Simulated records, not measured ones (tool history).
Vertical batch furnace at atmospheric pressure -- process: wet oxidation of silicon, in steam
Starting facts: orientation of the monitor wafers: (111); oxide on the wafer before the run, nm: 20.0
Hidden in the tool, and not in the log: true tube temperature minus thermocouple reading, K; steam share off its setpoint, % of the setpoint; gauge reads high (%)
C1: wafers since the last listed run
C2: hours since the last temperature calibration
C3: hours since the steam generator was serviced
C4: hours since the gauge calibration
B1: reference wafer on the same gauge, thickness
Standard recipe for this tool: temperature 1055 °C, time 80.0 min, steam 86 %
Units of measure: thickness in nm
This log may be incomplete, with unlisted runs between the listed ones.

run 1 hour=0.0 | temperature=1055 time=80.0 steam=86 | C1=0 C2=4253.4 C3=1958.3 C4=264.5 | B1=668.08 | thickness=707.54
run 2 hour=12.8 | temperature=1055 time=103.0 steam=80 | C1=185 C2=4266.2 C3=1971.1 C4=277.3 | B1=668.56 | thickness=775.60
run 3 hour=27.3 | temperature=1055 time=103.0 steam=80 | C1=209 C2=4280.7 C3=1985.6 C4=291.8 | B1=668.37 | thickness=777.16
run 4 hour=39.7 | temperature=1055 time=103.0 steam=80 | C1=179 C2=4293.1 C3=1998.0 C4=304.2 | B1=668.14 | thickness=775.20
run 5 hour=53.4 | temperature=1055 time=107.0 steam=78 | C1=198 C2=4306.8 C3=2011.7 C4=317.9 | B1=668.30 | thickness=790.14
run 6 hour=62.5 | temperature=1055 time=107.0 steam=78 | C1=131 C2=4315.9 C3=2020.8 C4=327.0 | B1=667.81 | thickness=794.52
run 7 hour=82.5 | temperature=1055 time=64.5 steam=93 | C1=289 C2=4335.9 C3=2040.8 C4=347.0 | B1=668.04 | thickness=654.73
run 8 hour=90.6 | temperature=1055 time=64.5 steam=93 | C1=117 C2=4344.0 C3=2048.9 C4=355.1 | B1=668.40 | thickness=654.06
run 9 hour=102.4 | temperature=1055 time=64.5 steam=93 | C1=170 C2=4355.8 C3=2060.7 C4=366.9 | B1=666.59 | thickness=652.45
run 10 hour=121.6 | temperature=1055 time=80.0 steam=86 | C1=277 C2=4375.0 C3=2079.9 C4=386.1 | B1=667.67 | thickness=713.98
run 11 hour=139.4 | temperature=1055 time=80.0 steam=86 | C1=257 C2=4392.8 C3=2097.7 C4=403.9 | B1=668.51 | thickness=716.89
run 12 hour=156.5 | temperature=1055 time=80.0 steam=86 | C1=247 C2=4409.9 C3=2114.8 C4=421.0 | B1=668.14 | thickness=709.37
run 13 hour=168.2 | temperature=1055 time=80.0 steam=86 | C1=169 C2=4421.6 C3=2126.5 C4=432.7 | B1=667.47 | thickness=710.60
run 14 hour=182.3 | temperature=1055 time=80.0 steam=86 | C1=204 C2=4435.7 C3=2140.6 C4=446.8 | B1=668.43 | thickness=707.52
run 15 hour=201.0 | temperature=1055 time=80.0 steam=86 | C1=270 C2=4454.4 C3=2159.3 C4=465.5 | B1=669.41 | thickness=706.58
-- hour=232.8 steam generator serviced
run 16 hour=233.3 | temperature=1055 time=42.5 steam=93 | C1=120 C2=4486.7 C3=0.5 C4=497.8 | B1=667.90 | thickness=517.00
run 17 hour=239.0 | temperature=1055 time=80.0 steam=86 | C1=36 C2=4492.4 C3=6.2 C4=503.5 | B1=668.06 | thickness=706.00
-- hour=259.8 thermocouples replaced and temperature profile calibrated
run 18 hour=260.3 | temperature=1055 time=64.0 steam=86 | C1=7 C2=0.5 C3=27.5 C4=524.8 | B1=667.75 | thickness=629.16
run 19 hour=296.2 | temperature=1055 time=80.0 steam=75 | C1=519 C2=36.4 C3=63.4 C4=560.7 | B1=668.27 | thickness=658.91
run 20 hour=310.7 | temperature=1055 time=53.5 steam=86 | C1=209 C2=50.9 C3=77.9 C4=575.2 | B1=668.19 | thickness=563.26
-- hour=313.6 gauge calibrated
run 21 hour=352.7 | temperature=1055 time=80.0 steam=86 | C1=607 C2=92.9 C3=119.9 C4=39.1 | B1=668.86 | thickness=705.60
run 22 hour=362.8 | temperature=1055 time=51.5 steam=86 | C1=146 C2=103.0 C3=130.0 C4=49.2 | B1=667.76 | thickness=550.14
run 23 hour=382.1 | temperature=1055 time=43.5 steam=86 | C1=279 C2=122.3 C3=149.3 C4=68.5 | B1=668.53 | thickness=502.72
run 24 hour=397.0 | temperature=1055 time=104.0 steam=86 | C1=215 C2=137.2 C3=164.2 C4=83.4 | B1=667.62 | thickness=814.88
run 25 hour=413.1 | temperature=1055 time=80.0 steam=86 | C1=232 C2=153.3 C3=180.3 C4=99.5 | B1=668.69 | thickness=714.13
run 26 hour=428.9 | temperature=1072 time=80.0 steam=97 | C1=228 C2=169.1 C3=196.1 C4=115.3 | B1=667.72 | thickness=807.99
run 27 hour=442.9 | temperature=1055 time=58.5 steam=97 | C1=202 C2=183.1 C3=210.1 C4=129.3 | B1=668.26 | thickness=636.30
run 28 hour=458.3 | temperature=1055 time=80.0 steam=83 | C1=222 C2=198.5 C3=225.5 C4=144.7 | B1=667.24 | thickness=692.54
run 29 hour=470.9 | temperature=1062 time=93.0 steam=86 | C1=182 C2=211.1 C3=238.1 C4=157.3 | B1=667.53 | thickness=791.86

What does the tool deliver on the next run?
run 30 hour=483.8 | temperature=1076 time=97.0 steam=92 | C1=186 C2=224.0 C3=251.0 C4=170.2 | B1=? | thickness=?

B1: 668.60
thickness: 876.03 nm
With the hidden condition absent and the run-to-run variation left alone, this run would have shown thickness 876.03 nm.

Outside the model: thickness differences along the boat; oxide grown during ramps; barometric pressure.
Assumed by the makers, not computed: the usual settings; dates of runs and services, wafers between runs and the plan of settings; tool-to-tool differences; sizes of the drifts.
